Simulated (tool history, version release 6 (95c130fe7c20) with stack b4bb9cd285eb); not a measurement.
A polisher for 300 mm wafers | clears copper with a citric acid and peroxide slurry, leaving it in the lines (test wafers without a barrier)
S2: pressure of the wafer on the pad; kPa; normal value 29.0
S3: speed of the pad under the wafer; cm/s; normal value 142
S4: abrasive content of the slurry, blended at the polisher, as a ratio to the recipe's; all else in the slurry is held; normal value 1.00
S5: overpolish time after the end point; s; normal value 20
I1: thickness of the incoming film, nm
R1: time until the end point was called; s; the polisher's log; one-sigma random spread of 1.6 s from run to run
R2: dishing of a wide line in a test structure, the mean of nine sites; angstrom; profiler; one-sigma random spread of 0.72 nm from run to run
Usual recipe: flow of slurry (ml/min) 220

Run 1, hour 0.0: usual settings; I1 372.5. Result: R1 90.6 s, R2 541 angstrom.
At hour 20.6: worn pad replaced by a new one.
Run 2, hour 102.6: usual settings; I1 375.3. Result: R1 90.9 s, R2 556 angstrom.
Run 3, hour 170.8: usual settings; I1 365.5. Result: R1 90.0 s, R2 548 angstrom.
Run 4, hour 270.9: usual settings; I1 371.6. Result: R1 90.0 s, R2 552 angstrom.
At hour 293.2: slurry nozzle cleaned.
At hour 333.7: slurry blender recalibrated.
At hour 369.8: worn pad replaced by a new one.
Run 5, hour 375.0: usual settings but flow of slurry (ml/min) 250, S5 26 s; I1 372.2. Result: R1 96.2 s, R2 667 angstrom.
Run 6, hour 444.6: usual settings but flow of slurry (ml/min) 250, S5 26 s; I1 368.9. Result: R1 98.4 s, R2 630 angstrom.
Run 7, hour 532.4: usual settings but S5 16 s; I1 367.5. Result: R1 100.8 s, R2 413 angstrom.
At hour 638.5: slurry blender recalibrated.
Run 8, hour 640.3: usual settings but S5 16 s; I1 371.2. Result: R1 103.1 s, R2 408 angstrom.
At hour 651.9: worn pad replaced by a new one, repeated, since the last time left the tool worse.
Run 9, hour 703.7: usual settings but S5 16 s; I1 372.9. Result: R1 89.5 s, R2 466 angstrom.
Run 10, hour 796.6: usual settings; I1 374.4. Result: R1 91.4 s, R2 549 angstrom.
At hour 826.6: slurry nozzle cleaned.
Run 11, hour 892.1: usual settings; I1 369.3. Result: R1 88.7 s, R2 562 angstrom.
Run 12, hour 950.4: usual settings but S3 98 cm/s; I1 370.2. Result: R1 114.3 s, R2 449 angstrom.
At hour 964.5: slurry blender recalibrated.
At hour 1040.5: worn pad replaced by a new one.
Run 13, hour 1041.0: usual settings but flow of slurry (ml/min) 155, S2 37.9 kPa; I1 367.7. Result: R1 75.8 s, R2 656 angstrom.
Run 14, hour 1107.1: usual settings but S4 0.90; I1 369.5. Result: R1 89.9 s, R2 546 angstrom.
Run 15, hour 1207.7: usual settings; I1 368.0. Result: R1 91.8 s, R2 554 angstrom.
At hour 1218.2: head pressure recalibrated.
At hour 1285.9: slurry nozzle cleaned.
Run 16, hour 1305.1: usual settings; I1 376.7. Result: R1 90.5 s, R2 555 angstrom.
At hour 1337.9: slurry blender recalibrated.
At hour 1340.4: worn pad replaced by a new one.
Run 17, hour 1369.5: usual settings but S2 35.9 kPa, S3 128 cm/s, S4 0.70; I1 362.8. Result: R1 85.7 s, R2 593 angstrom.
Run 18, hour 1425.5: usual settings but S2 22.1 kPa; I1 367.6. Result: R1 103.7 s, R2 479 angstrom.
Run 19, hour 1476.1: usual settings but S2 18.6 kPa, S3 184 cm/s; I1 366.1. Result: R1 96.9 s, R2 519 angstrom.
Run 20, hour 1519.1: usual settings but S2 20.7 kPa, S3 120 cm/s, S4 1.20, S5 13 s; I1 369.9. Result: R1 119.7 s, R2 292 angstrom.
Run 21, hour 1562.6: usual settings but S3 112 cm/s, S4 1.20; I1 375.6. Result: R1 107.0 s, R2 491 angstrom.
Run 22, hour 1603.0: usual settings but S4 1.15, S5 28 s; I1 372.8. Result: R1 91.1 s, R2 745 angstrom.
At hour 1640.8: worn pad replaced by a new one.
Run 23, hour 1701.3: usual settings but S5 11 s; I1 366.9. Result: R1 89.6 s, R2 336 angstrom.

Here are 5 independent what-if runs from the current tool condition. What would each one return?
Run A, hour 1701.7: usual settings; I1 370.0. Result: R1 ?, R2 ?.
Run B, hour 1701.7: usual settings but flow of slurry (ml/min) 270, S4 1.25; I1 370.0. Result: R1 ?, R2 ?.
Run C, hour 1701.7: usual settings but S4 0.80, S5 15 s; I1 370.0. Result: R1 ?, R2 ?.
Run D, hour 1701.7: usual settings but S3 172 cm/s, S5 13 s; I1 370.0. Result: R1 ?, R2 ?.
Run E, hour 1701.7: usual settings but S3 128 cm/s, S4 0.75; I1 370.0. Result: R1 ?, R2 ?.

run    R1   R2
  A  87.3  561
  B  82.5  588
  C  90.4  424
  D  76.4  434
  E  97.8  509
With the hidden condition removed and each run's random variation left untouched, the same runs would have given:
run    R1   R2
  A  84.9  574
  B  80.2  602
  C  87.9  435
  D  74.3  445
  E  95.1  522
